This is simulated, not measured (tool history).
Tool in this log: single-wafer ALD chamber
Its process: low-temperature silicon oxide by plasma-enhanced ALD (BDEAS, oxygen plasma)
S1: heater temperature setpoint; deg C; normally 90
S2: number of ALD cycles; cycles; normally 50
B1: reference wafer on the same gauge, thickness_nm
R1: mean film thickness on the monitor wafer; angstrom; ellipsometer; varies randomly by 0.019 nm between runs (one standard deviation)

run,hour,S1,S2,B1,R1
1,0,90,50,8.206,73.64
2,32.3,90,50,8.202,73.66
3,49.8,90,50,8.197,73.93
4,68.6,90,50,8.198,73.58
5,83.8,90,50,8.203,73.73
6,110.1,90,50,8.197,73.7
7,123,100,45,8.202,63.48
8,154.5,100,45,8.205,64.13
9,182.8,98,50,8.205,71.55
10,197.4,98,50,8.195,71.33
11,219,90,50,8.199,73.55
12,314.9,90,50,8.2,74.07
13,349.7,90,50,8.193,74.08
# hour 359.6: gauge calibrated
14,380.1,90,56,8.198,82.92
15,405.4,90,56,8.199,82.99
16,421.9,82,50,8.198,76.35
17,435,82,50,8.191,76.4
18,468.8,82,50,8.202,76.45
19,486.4,90,50,8.2,73.94
20,513.6,90,50,8.197,74.54
21,547.1,100,58,8.206,83.23
22,566.4,90,50,8.206,73.92
23,595.4,75,50,8.199,78.49
24,630.8,85,50,8.205,75.7
# hour 654.7: thermocouple changed; heater temperature recalibrated
25,655.2,78,42,8.204,63.76
26,672.1,90,50,8.2,72.7
27,684.8,83,50,8.194,74.3
28,698.1,100,47,8.194,65.93
29,729.3,90,50,8.206,72.38
30,805.3,90,50,8.198,72.53
31,818.1,82,50,8.2,74.84
32,835.9,76,40,8.201,61.51
33,861,78,45,8.201,68.67
34,878.8,90,50,8.203,73.04
35,910.3,95,57,8.194,81.23
36,939.4,102,41,8.21,56.93
37,952.6,90,50,8.206,73.16
38,981.3,90,50,8.204,72.46
39,1000.3,85,54,8.199,80.26
40,1031.7,97,44,8.202,62.39
41,1050.8,90,50,8.203,72.55

Each row is a separate what-if for the run after 41, all from the same tool condition, not one after another. Results?
A,1051.3,90,50,?,?
B,1051.3,90,47,?,?
C,1051.3,77,44,?,?
D,1051.3,76,42,?,?

run,B1,R1
A,8.195,72.93
B,8.195,68.56
C,8.195,67.48
D,8.195,64.65
Without the tool's hidden state the same runs would have given:
run,R1
A,72.59
B,68.23
C,67.18
D,64.37
